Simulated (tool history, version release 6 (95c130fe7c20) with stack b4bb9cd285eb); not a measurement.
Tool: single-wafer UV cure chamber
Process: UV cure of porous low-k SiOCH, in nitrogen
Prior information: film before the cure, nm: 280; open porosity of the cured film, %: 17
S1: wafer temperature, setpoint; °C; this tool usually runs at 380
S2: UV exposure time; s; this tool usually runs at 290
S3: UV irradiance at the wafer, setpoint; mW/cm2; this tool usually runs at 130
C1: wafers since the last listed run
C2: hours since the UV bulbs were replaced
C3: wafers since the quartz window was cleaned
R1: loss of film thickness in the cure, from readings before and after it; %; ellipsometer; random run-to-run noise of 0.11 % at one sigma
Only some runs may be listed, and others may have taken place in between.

run 1 hour=0 | S1=380 S2=290 S3=130 | C1=0 C2=1192.5 C3=1299 | R1=14.417
run 2 hour=16 | S1=380 S2=290 S3=130 | C1=43 C2=1208.5 C3=1342 | R1=14.246
run 3 hour=22.7 | S1=380 S2=290 S3=130 | C1=18 C2=1215.2 C3=1360 | R1=14.335
run 4 hour=29.7 | S1=380 S2=290 S3=130 | C1=18 C2=1222.2 C3=1379 | R1=14.368
run 5 hour=41.8 | S1=380 S2=290 S3=130 | C1=32 C2=1234.3 C3=1412 | R1=14.281
-- hour=53.2 quartz window cleaned
run 6 hour=53.7 | S1=392 S2=290 S3=114 | C1=10 C2=1246.2 C3=1 | R1=13.866
run 7 hour=55.7 | S1=388 S2=290 S3=130 | C1=5 C2=1248.2 C3=6 | R1=14.576
run 8 hour=68.7 | S1=380 S2=225 S3=130 | C1=35 C2=1261.2 C3=41 | R1=13.176
run 9 hour=78.7 | S1=380 S2=290 S3=130 | C1=27 C2=1271.2 C3=68 | R1=14.491
-- hour=99.7 UV bulbs replaced
run 10 hour=100.2 | S1=380 S2=290 S3=130 | C1=36 C2=0.5 C3=105 | R1=14.254
run 11 hour=110 | S1=388 S2=130 S3=130 | C1=26 C2=10.3 C3=131 | R1=10.615
run 12 hour=118.9 | S1=365 S2=395 S3=154 | C1=24 C2=19.2 C3=155 | R1=16.284
run 13 hour=129.3 | S1=380 S2=170 S3=104 | C1=28 C2=29.6 C3=183 | R1=10.52
run 14 hour=143.1 | S1=393 S2=430 S3=130 | C1=37 C2=43.4 C3=221 | R1=16.759

Each row is a separate what-if for the run after 14, all from the same tool condition, not one after another. Results?
run A hour=143.6 | S1=380 S2=290 S3=130 | C1=1 C2=43.9 C3=222 | R1=?
run B hour=143.6 | S1=394 S2=290 S3=130 | C1=1 C2=43.9 C3=222 | R1=?
run C hour=143.6 | S1=380 S2=165 S3=160 | C1=1 C2=43.9 C3=222 | R1=?
run D hour=143.6 | S1=380 S2=370 S3=130 | C1=1 C2=43.9 C3=222 | R1=?
run E hour=143.6 | S1=368 S2=290 S3=163 | C1=1 C2=43.9 C3=222 | R1=?

run=A R1=14.39
run=B R1=14.673
run=C R1=12.619
run=D R1=15.629
run=E R1=15.285
Without the tool's unlogged condition, the same runs would have read:
run=A R1=14.39
run=B R1=14.673
run=C R1=12.619
run=D R1=15.629
run=E R1=15.285
